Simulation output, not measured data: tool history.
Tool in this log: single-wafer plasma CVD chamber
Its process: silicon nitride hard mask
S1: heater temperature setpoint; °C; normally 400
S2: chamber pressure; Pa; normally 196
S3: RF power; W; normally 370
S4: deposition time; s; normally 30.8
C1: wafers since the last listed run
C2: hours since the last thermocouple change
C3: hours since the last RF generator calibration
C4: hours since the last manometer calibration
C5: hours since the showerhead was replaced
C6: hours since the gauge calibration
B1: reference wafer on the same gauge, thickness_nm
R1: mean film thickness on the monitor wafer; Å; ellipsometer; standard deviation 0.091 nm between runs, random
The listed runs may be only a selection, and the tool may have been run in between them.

Run 1, hour 0.0: usual settings but S3 430 W; C1 0; C2 835.8; C3 2516.2; C4 923.2; C5 3625.2; C6 738.3; B1 35.281. Result: R1 481.12 Å.
Run 2, hour 54.3: usual settings but S1 411 °C; C1 1309; C2 890.1; C3 2570.5; C4 977.5; C5 3679.5; C6 792.6; B1 35.275. Result: R1 420.57 Å.
Run 3, hour 84.2: usual settings but S4 33.6 s; C1 721; C2 920.0; C3 2600.4; C4 1007.4; C5 3709.4; C6 822.5; B1 35.293. Result: R1 461.32 Å.
Run 4, hour 151.3: usual settings but S1 408 °C; C1 1618; C2 987.1; C3 2667.5; C4 1074.5; C5 3776.5; C6 889.6; B1 35.304. Result: R1 418.15 Å.
Run 5, hour 216.7: usual settings but S1 408 °C; C1 1577; C2 1052.5; C3 2732.9; C4 1139.9; C5 3841.9; C6 955.0; B1 35.309. Result: R1 418.60 Å.
Run 6, hour 284.7: usual settings; C1 1639; C2 1120.5; C3 2800.9; C4 1207.9; C5 3909.9; C6 1023.0; B1 35.302. Result: R1 418.09 Å.
At hour 343.1: RF generator calibrated.
Run 7, hour 350.8: usual settings; C1 1401; C2 1186.6; C3 7.7; C4 1274.0; C5 3976.0; C6 1089.1; B1 35.300. Result: R1 417.46 Å.
At hour 386.0: capacitance manometer re-zeroed and calibrated.
Run 8, hour 393.0: usual settings; C1 824; C2 1228.8; C3 49.9; C4 7.0; C5 4018.2; C6 1131.3; B1 35.273. Result: R1 427.70 Å.
Run 9, hour 459.7: usual settings; C1 1608; C2 1295.5; C3 116.6; C4 73.7; C5 4084.9; C6 1198.0; B1 35.297. Result: R1 424.97 Å.
Run 10, hour 504.1: usual settings; C1 1070; C2 1339.9; C3 161.0; C4 118.1; C5 4129.3; C6 1242.4; B1 35.325. Result: R1 427.13 Å.
Run 11, hour 540.1: usual settings but S1 394 °C; C1 868; C2 1375.9; C3 197.0; C4 154.1; C5 4165.3; C6 1278.4; B1 35.285. Result: R1 427.63 Å.
Run 12, hour 568.2: usual settings but S1 394 °C; C1 677; C2 1404.0; C3 225.1; C4 182.2; C5 4193.4; C6 1306.5; B1 35.288. Result: R1 426.47 Å.
Run 13, hour 617.4: usual settings; C1 1186; C2 1453.2; C3 274.3; C4 231.4; C5 4242.6; C6 1355.7; B1 35.307. Result: R1 425.45 Å.
Run 14, hour 670.0: usual settings but S3 395 W; C1 1268; C2 1505.8; C3 326.9; C4 284.0; C5 4295.2; C6 1408.3; B1 35.327. Result: R1 450.82 Å.
Run 15, hour 696.9: usual settings; C1 648; C2 1532.7; C3 353.8; C4 310.9; C5 4322.1; C6 1435.2; B1 35.276. Result: R1 425.13 Å.
At hour 745.2: thermocouple changed; heater temperature recalibrated.
Run 16, hour 813.2: usual settings but S1 412 °C, S2 152 Pa, S4 28.9 s; C1 2611; C2 68.0; C3 470.1; C4 427.2; C5 4438.4; C6 1551.5; B1 35.282. Result: R1 366.35 Å.
At hour 830.0: gauge calibrated.
Run 17, hour 876.6: usual settings but S3 410 W, S4 34.8 s; C1 1528; C2 131.4; C3 533.5; C4 490.6; C5 4501.8; C6 46.6; B1 35.296. Result: R1 525.33 Å.
Run 18, hour 946.3: usual settings; C1 1680; C2 201.1; C3 603.2; C4 560.3; C5 4571.5; C6 116.3; B1 35.302. Result: R1 424.82 Å.
Run 19, hour 999.9: usual settings but S1 389 °C, S2 168 Pa, S4 26.2 s; C1 1292; C2 254.7; C3 656.8; C4 613.9; C5 4625.1; C6 169.9; B1 35.261. Result: R1 344.36 Å.
At hour 1035.9: showerhead replaced.
Run 20, hour 1036.4: usual settings but S4 35.8 s; C1 687; C2 291.2; C3 693.3; C4 650.4; C5 0.5; C6 206.4; B1 35.302. Result: R1 491.41 Å.
Run 21, hour 1095.9: usual settings; C1 1434; C2 350.7; C3 752.8; C4 709.9; C5 60.0; C6 265.9; B1 35.287. Result: R1 424.16 Å.
Run 22, hour 1121.6: usual settings; C1 619; C2 376.4; C3 778.5; C4 735.6; C5 85.7; C6 291.6; B1 35.295. Result: R1 423.07 Å.
Run 23, hour 1173.0: usual settings but S1 414 °C; C1 1239; C2 427.8; C3 829.9; C4 787.0; C5 137.1; C6 343.0; B1 35.336. Result: R1 420.50 Å.
Run 24, hour 1225.2: usual settings but S2 152 Pa, S3 350 W; C1 1258; C2 480.0; C3 882.1; C4 839.2; C5 189.3; C6 395.2; B1 35.281. Result: R1 367.45 Å.
Run 25, hour 1279.1: usual settings but S2 219 Pa, S4 27.3 s; C1 1299; C2 533.9; C3 936.0; C4 893.1; C5 243.2; C6 449.1; B1 35.281. Result: R1 386.38 Å.
Run 26, hour 1319.3: usual settings; C1 969; C2 574.1; C3 976.2; C4 933.3; C5 283.4; C6 489.3; B1 35.283. Result: R1 420.75 Å.
Run 27, hour 1356.2: usual settings; C1 889; C2 611.0; C3 1013.1; C4 970.2; C5 320.3; C6 526.2; B1 35.276. Result: R1 420.58 Å.
Run 28, hour 1399.0: usual settings but S4 26.8 s; C1 1032; C2 653.8; C3 1055.9; C4 1013.0; C5 363.1; C6 569.0; B1 35.282. Result: R1 365.75 Å.
Run 29, hour 1434.9: usual settings but S2 177 Pa; C1 865; C2 689.7; C3 1091.8; C4 1048.9; C5 399.0; C6 604.9; B1 35.312. Result: R1 406.17 Å.

Alternative continuations, all from the tool just after run 29; predict every row:
Run A, hour 1435.3: usual settings; C1 9; C2 690.1; C3 1092.2; C4 1049.3; C5 399.4; C6 605.3; B1 ?. Result: R1 ?.
Run B, hour 1435.3: usual settings but S1 407 °C, S3 330 W, S4 33.1 s; C1 9; C2 690.1; C3 1092.2; C4 1049.3; C5 399.4; C6 605.3; B1 ?. Result: R1 ?.
Run C, hour 1435.3: usual settings but S1 408 °C, S2 168 Pa, S4 34.5 s; C1 9; C2 690.1; C3 1092.2; C4 1049.3; C5 399.4; C6 605.3; B1 ?. Result: R1 ?.
Run D, hour 1435.3: usual settings but S1 392 °C, S2 232 Pa, S3 315 W; C1 9; C2 690.1; C3 1092.2; C4 1049.3; C5 399.4; C6 605.3; B1 ?. Result: R1 ?.

run      B1      R1
  A  35.281  417.43
  B  35.281  398.03
  C  35.281  443.51
  D  35.281  372.00
Stripped of hidden state, with their random variation kept, the same runs would have yielded:
run      R1
  A  426.54
  B  406.71
  C  453.62
  D  379.64
